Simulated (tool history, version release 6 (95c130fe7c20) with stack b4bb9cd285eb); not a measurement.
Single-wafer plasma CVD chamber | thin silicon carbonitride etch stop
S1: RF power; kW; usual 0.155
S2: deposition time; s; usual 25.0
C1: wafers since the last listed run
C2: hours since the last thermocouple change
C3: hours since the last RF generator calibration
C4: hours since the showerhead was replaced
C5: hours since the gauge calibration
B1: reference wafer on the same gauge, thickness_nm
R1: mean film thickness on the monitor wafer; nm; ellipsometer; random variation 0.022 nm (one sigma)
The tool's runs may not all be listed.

run 1 day=0.000 | S1=0.155 S2=25.0 | C1=0 C2=895.5 C3=1801.4 C4=4154.0 C5=1.1 | B1=13.405 | R1=14.262
run 2 day=0.525 | S1=0.155 S2=25.0 | C1=226 C2=908.1 C3=1814.0 C4=4166.6 C5=13.7 | B1=13.393 | R1=14.275
run 3 day=1.967 | S1=0.155 S2=25.0 | C1=623 C2=942.7 C3=1848.6 C4=4201.2 C5=48.3 | B1=13.406 | R1=14.289
run 4 day=3.271 | S1=0.155 S2=25.0 | C1=563 C2=974.0 C3=1879.9 C4=4232.5 C5=79.6 | B1=13.411 | R1=14.281
run 5 day=3.921 | S1=0.155 S2=25.0 | C1=280 C2=989.6 C3=1895.5 C4=4248.1 C5=95.2 | B1=13.394 | R1=14.249
run 6 day=4.788 | S1=0.155 S2=25.0 | C1=374 C2=1010.4 C3=1916.3 C4=4268.9 C5=116.0 | B1=13.398 | R1=14.245
run 7 day=9.133 | S1=0.135 S2=25.0 | C1=1878 C2=1114.7 C3=2020.6 C4=4373.2 C5=220.3 | B1=13.408 | R1=13.679
-- day=9.988 showerhead replaced, of another model than before
run 8 day=10.125 | S1=0.135 S2=25.0 | C1=284 C2=1138.5 C3=2044.4 C4=3.3 C5=244.1 | B1=13.401 | R1=13.011
run 9 day=10.754 | S1=0.155 S2=25.0 | C1=271 C2=1153.6 C3=2059.5 C4=18.4 C5=259.2 | B1=13.391 | R1=13.989
run 10 day=11.500 | S1=0.155 S2=25.0 | C1=322 C2=1171.5 C3=2077.4 C4=36.3 C5=277.1 | B1=13.399 | R1=13.938
run 11 day=12.325 | S1=0.155 S2=25.0 | C1=356 C2=1191.3 C3=2097.2 C4=56.1 C5=296.9 | B1=13.392 | R1=13.988
run 12 day=13.396 | S1=0.155 S2=25.0 | C1=462 C2=1217.0 C3=2122.9 C4=81.8 C5=322.6 | B1=13.401 | R1=13.987
-- day=14.062 thermocouple changed; heater temperature recalibrated
run 13 day=14.850 | S1=0.155 S2=25.0 | C1=484 C2=18.9 C3=2157.8 C4=116.7 C5=357.5 | B1=13.406 | R1=13.912
run 14 day=15.438 | S1=0.145 S2=21.1 | C1=253 C2=33.0 C3=2171.9 C4=130.8 C5=371.6 | B1=13.397 | R1=11.370
run 15 day=16.058 | S1=0.155 S2=22.2 | C1=268 C2=47.9 C3=2186.8 C4=145.7 C5=386.5 | B1=13.400 | R1=12.371
-- day=17.338 RF generator calibrated
run 16 day=17.521 | S1=0.155 S2=20.5 | C1=488 C2=83.0 C3=4.4 C4=180.8 C5=421.6 | B1=13.405 | R1=11.835

Forecast run 17:
run 17 day=18.679 | S1=0.170 S2=23.6 | C1=500 C2=110.8 C3=32.2 C4=208.6 C5=449.4 | B1=? | R1=?

Run 17 gave B1 13.402, R1 14.232 nm.
Without the tool's hidden state the same run would have given R1 14.369 nm.
